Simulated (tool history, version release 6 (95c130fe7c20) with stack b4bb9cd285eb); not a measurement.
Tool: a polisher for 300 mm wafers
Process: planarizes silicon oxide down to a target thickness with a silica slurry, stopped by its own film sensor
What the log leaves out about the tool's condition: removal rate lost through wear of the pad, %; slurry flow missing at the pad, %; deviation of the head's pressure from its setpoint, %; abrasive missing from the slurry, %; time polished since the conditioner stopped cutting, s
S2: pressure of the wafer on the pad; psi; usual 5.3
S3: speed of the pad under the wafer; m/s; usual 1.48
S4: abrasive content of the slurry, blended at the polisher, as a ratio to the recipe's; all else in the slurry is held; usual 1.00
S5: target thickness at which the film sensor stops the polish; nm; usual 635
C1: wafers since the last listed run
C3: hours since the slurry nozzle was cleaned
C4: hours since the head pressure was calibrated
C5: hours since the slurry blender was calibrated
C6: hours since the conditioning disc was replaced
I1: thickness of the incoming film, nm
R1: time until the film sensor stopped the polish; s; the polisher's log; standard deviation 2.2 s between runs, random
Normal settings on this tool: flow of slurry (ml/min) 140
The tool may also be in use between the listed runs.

{"run": 1, "hour": 0.0, "flow of slurry (ml/min)": 140, "S2": 5.3, "S3": 1.48, "S4": 1.0, "S5": 635, "C1": 0, "wafers polished on this pad": 389, "C3": 206.1, "C4": 262.2, "C5": 294.9, "C6": 326.8, "I1": 1271.6, "R1": 132.2}
{"run": 2, "hour": 15.7, "flow of slurry (ml/min)": 140, "S2": 5.3, "S3": 1.48, "S4": 1.0, "S5": 723, "C1": 165, "wafers polished on this pad": 554, "C3": 221.8, "C4": 277.9, "C5": 310.6, "C6": 342.5, "I1": 1240.5, "R1": 108.7}
{"run": 3, "hour": 33.1, "flow of slurry (ml/min)": 95, "S2": 5.3, "S3": 1.74, "S4": 0.75, "S5": 440, "C1": 183, "wafers polished on this pad": 738, "C3": 239.2, "C4": 295.3, "C5": 328.0, "C6": 359.9, "I1": 1259.9, "R1": 224.0}
{"run": 4, "hour": 50.5, "flow of slurry (ml/min)": 140, "S2": 5.3, "S3": 1.48, "S4": 1.25, "S5": 781, "C1": 183, "wafers polished on this pad": 921, "C3": 256.6, "C4": 312.7, "C5": 345.4, "C6": 377.3, "I1": 1240.3, "R1": 87.1}
{"hour": 59.6, "done": "slurry blender recalibrated"}
{"run": 5, "hour": 64.1, "flow of slurry (ml/min)": 140, "S2": 5.3, "S3": 1.48, "S4": 1.0, "S5": 635, "C1": 122, "wafers polished on this pad": 1043, "C3": 270.2, "C4": 326.3, "C5": 4.5, "C6": 390.9, "I1": 1257.4, "R1": 131.4}
{"run": 6, "hour": 78.8, "flow of slurry (ml/min)": 140, "S2": 6.2, "S3": 1.48, "S4": 1.0, "S5": 635, "C1": 154, "wafers polished on this pad": 1198, "C3": 284.9, "C4": 341.0, "C5": 19.2, "C6": 405.6, "I1": 1257.9, "R1": 115.3}
{"run": 7, "hour": 87.2, "flow of slurry (ml/min)": 140, "S2": 5.3, "S3": 1.48, "S4": 1.0, "S5": 635, "C1": 88, "wafers polished on this pad": 1287, "C3": 293.3, "C4": 349.4, "C5": 27.6, "C6": 414.0, "I1": 1256.8, "R1": 135.2}
{"hour": 106.4, "done": "worn pad replaced by a new one"}
{"hour": 127.8, "done": "slurry nozzle cleaned"}
{"run": 8, "hour": 134.5, "flow of slurry (ml/min)": 140, "S2": 5.3, "S3": 1.48, "S4": 1.0, "S5": 635, "C1": 445, "wafers polished on this pad": 285, "C3": 6.7, "C4": 396.7, "C5": 74.9, "C6": 461.3, "I1": 1244.4, "R1": 117.8}
{"hour": 147.6, "done": "head pressure recalibrated"}
{"run": 9, "hour": 174.4, "flow of slurry (ml/min)": 140, "S2": 5.3, "S3": 1.48, "S4": 1.0, "S5": 635, "C1": 399, "wafers polished on this pad": 684, "C3": 46.6, "C4": 26.8, "C5": 114.8, "C6": 501.2, "I1": 1262.8, "R1": 124.0}
{"hour": 180.8, "done": "conditioning disc replaced and pad reconditioned"}
{"run": 10, "hour": 185.4, "flow of slurry (ml/min)": 165, "S2": 5.3, "S3": 1.48, "S4": 1.0, "S5": 635, "C1": 94, "wafers polished on this pad": 779, "C3": 57.6, "C4": 37.8, "C5": 125.8, "C6": 4.6, "I1": 1265.4, "R1": 118.5}
{"run": 11, "hour": 191.5, "flow of slurry (ml/min)": 140, "S2": 5.3, "S3": 1.48, "S4": 1.0, "S5": 635, "C1": 64, "wafers polished on this pad": 843, "C3": 63.7, "C4": 43.9, "C5": 131.9, "C6": 10.7, "I1": 1267.6, "R1": 126.2}
{"run": 12, "hour": 203.8, "flow of slurry (ml/min)": 140, "S2": 5.3, "S3": 1.48, "S4": 0.8, "S5": 635, "C1": 129, "wafers polished on this pad": 973, "C3": 76.0, "C4": 56.2, "C5": 144.2, "C6": 23.0, "I1": 1275.3, "R1": 152.6}
{"run": 13, "hour": 214.1, "flow of slurry (ml/min)": 140, "S2": 3.6, "S3": 1.48, "S4": 1.1, "S5": 635, "C1": 108, "wafers polished on this pad": 1082, "C3": 86.3, "C4": 66.5, "C5": 154.5, "C6": 33.3, "I1": 1283.0, "R1": 178.5}
{"run": 14, "hour": 223.7, "flow of slurry (ml/min)": 140, "S2": 5.3, "S3": 1.48, "S4": 1.0, "S5": 635, "C1": 101, "wafers polished on this pad": 1183, "C3": 95.9, "C4": 76.1, "C5": 164.1, "C6": 42.9, "I1": 1252.2, "R1": 123.8}
{"run": 15, "hour": 229.9, "flow of slurry (ml/min)": 105, "S2": 4.5, "S3": 1.08, "S4": 1.2, "S5": 635, "C1": 65, "wafers polished on this pad": 1248, "C3": 102.1, "C4": 82.3, "C5": 170.3, "C6": 49.1, "I1": 1272.7, "R1": 189.7}
{"hour": 240.0, "done": "worn pad replaced by a new one"}
{"run": 16, "hour": 245.3, "flow of slurry (ml/min)": 140, "S2": 5.3, "S3": 1.76, "S4": 1.0, "S5": 734, "C1": 120, "wafers polished on this pad": 55, "C3": 117.5, "C4": 97.7, "C5": 185.7, "C6": 64.5, "I1": 1269.4, "R1": 92.5}
{"run": 17, "hour": 259.4, "flow of slurry (ml/min)": 140, "S2": 5.3, "S3": 1.48, "S4": 1.0, "S5": 635, "C1": 148, "wafers polished on this pad": 203, "C3": 131.6, "C4": 111.8, "C5": 199.8, "C6": 78.6, "I1": 1275.4, "R1": 134.3}
{"run": 18, "hour": 276.8, "flow of slurry (ml/min)": 185, "S2": 5.3, "S3": 1.48, "S4": 1.0, "S5": 635, "C1": 183, "wafers polished on this pad": 387, "C3": 149.0, "C4": 129.2, "C5": 217.2, "C6": 96.0, "I1": 1272.5, "R1": 121.3}
{"run": 19, "hour": 284.2, "flow of slurry (ml/min)": 100, "S2": 5.3, "S3": 1.48, "S4": 1.0, "S5": 474, "C1": 77, "wafers polished on this pad": 465, "C3": 156.4, "C4": 136.6, "C5": 224.6, "C6": 103.4, "I1": 1249.9, "R1": 179.5}
{"run": 20, "hour": 299.3, "flow of slurry (ml/min)": 140, "S2": 7.0, "S3": 1.48, "S4": 1.15, "S5": 635, "C1": 159, "wafers polished on this pad": 624, "C3": 171.5, "C4": 151.7, "C5": 239.7, "C6": 118.5, "I1": 1270.8, "R1": 91.3}
{"run": 21, "hour": 306.3, "flow of slurry (ml/min)": 140, "S2": 5.3, "S3": 1.48, "S4": 1.2, "S5": 635, "C1": 73, "wafers polished on this pad": 698, "C3": 178.5, "C4": 158.7, "C5": 246.7, "C6": 125.5, "I1": 1243.3, "R1": 110.5}
{"run": 22, "hour": 318.2, "flow of slurry (ml/min)": 90, "S2": 5.3, "S3": 1.48, "S4": 1.0, "S5": 817, "C1": 125, "wafers polished on this pad": 823, "C3": 190.4, "C4": 170.6, "C5": 258.6, "C6": 137.4, "I1": 1279.7, "R1": 112.2}
{"run": 23, "hour": 331.8, "flow of slurry (ml/min)": 140, "S2": 3.6, "S3": 1.48, "S4": 1.1, "S5": 635, "C1": 143, "wafers polished on this pad": 967, "C3": 204.0, "C4": 184.2, "C5": 272.2, "C6": 151.0, "I1": 1266.4, "R1": 183.5}
{"run": 24, "hour": 345.7, "flow of slurry (ml/min)": 140, "S2": 5.3, "S3": 1.48, "S4": 1.1, "S5": 635, "C1": 146, "wafers polished on this pad": 1113, "C3": 217.9, "C4": 198.1, "C5": 286.1, "C6": 164.9, "I1": 1248.7, "R1": 124.9}
{"hour": 362.0, "done": "worn pad replaced by a new one"}
{"run": 25, "hour": 362.5, "flow of slurry (ml/min)": 125, "S2": 4.4, "S3": 1.76, "S4": 1.0, "S5": 635, "C1": 134, "wafers polished on this pad": 5, "C3": 234.7, "C4": 214.9, "C5": 302.9, "C6": 181.7, "I1": 1262.2, "R1": 148.5}

Here are 5 independent what-if runs from the current tool condition. What would each one return?
{"run": "A", "hour": 363.0, "flow of slurry (ml/min)": 140, "S2": 5.3, "S3": 1.48, "S4": 1.0, "S5": 635, "C1": 5, "wafers polished on this pad": 10, "C3": 235.2, "C4": 215.4, "C5": 303.4, "C6": 182.2, "I1": 1253.2, "R1": "?"}
{"run": "B", "hour": 363.0, "flow of slurry (ml/min)": 140, "S2": 3.6, "S3": 1.48, "S4": 1.15, "S5": 421, "C1": 5, "wafers polished on this pad": 10, "C3": 235.2, "C4": 215.4, "C5": 303.4, "C6": 182.2, "I1": 1253.2, "R1": "?"}
{"run": "C", "hour": 363.0, "flow of slurry (ml/min)": 115, "S2": 5.3, "S3": 1.48, "S4": 1.0, "S5": 635, "C1": 5, "wafers polished on this pad": 10, "C3": 235.2, "C4": 215.4, "C5": 303.4, "C6": 182.2, "I1": 1253.2, "R1": "?"}
{"run": "D", "hour": 363.0, "flow of slurry (ml/min)": 160, "S2": 6.2, "S3": 1.48, "S4": 1.0, "S5": 569, "C1": 5, "wafers polished on this pad": 10, "C3": 235.2, "C4": 215.4, "C5": 303.4, "C6": 182.2, "I1": 1253.2, "R1": "?"}
{"run": "E", "hour": 363.0, "flow of slurry (ml/min)": 140, "S2": 5.3, "S3": 1.06, "S4": 1.0, "S5": 508, "C1": 5, "wafers polished on this pad": 10, "C3": 235.2, "C4": 215.4, "C5": 303.4, "C6": 182.2, "I1": 1253.2, "R1": "?"}

run=A R1=130.6
run=B R1=238.2
run=C R1=139.3
run=D R1=119.1
run=E R1=205.6
The same runs, with their run-to-run variation unchanged, on a tool lacking any hidden condition would have given:
run=A R1=117.7
run=B R1=214.6
run=C R1=122.8
run=D R1=108.6
run=E R1=185.2
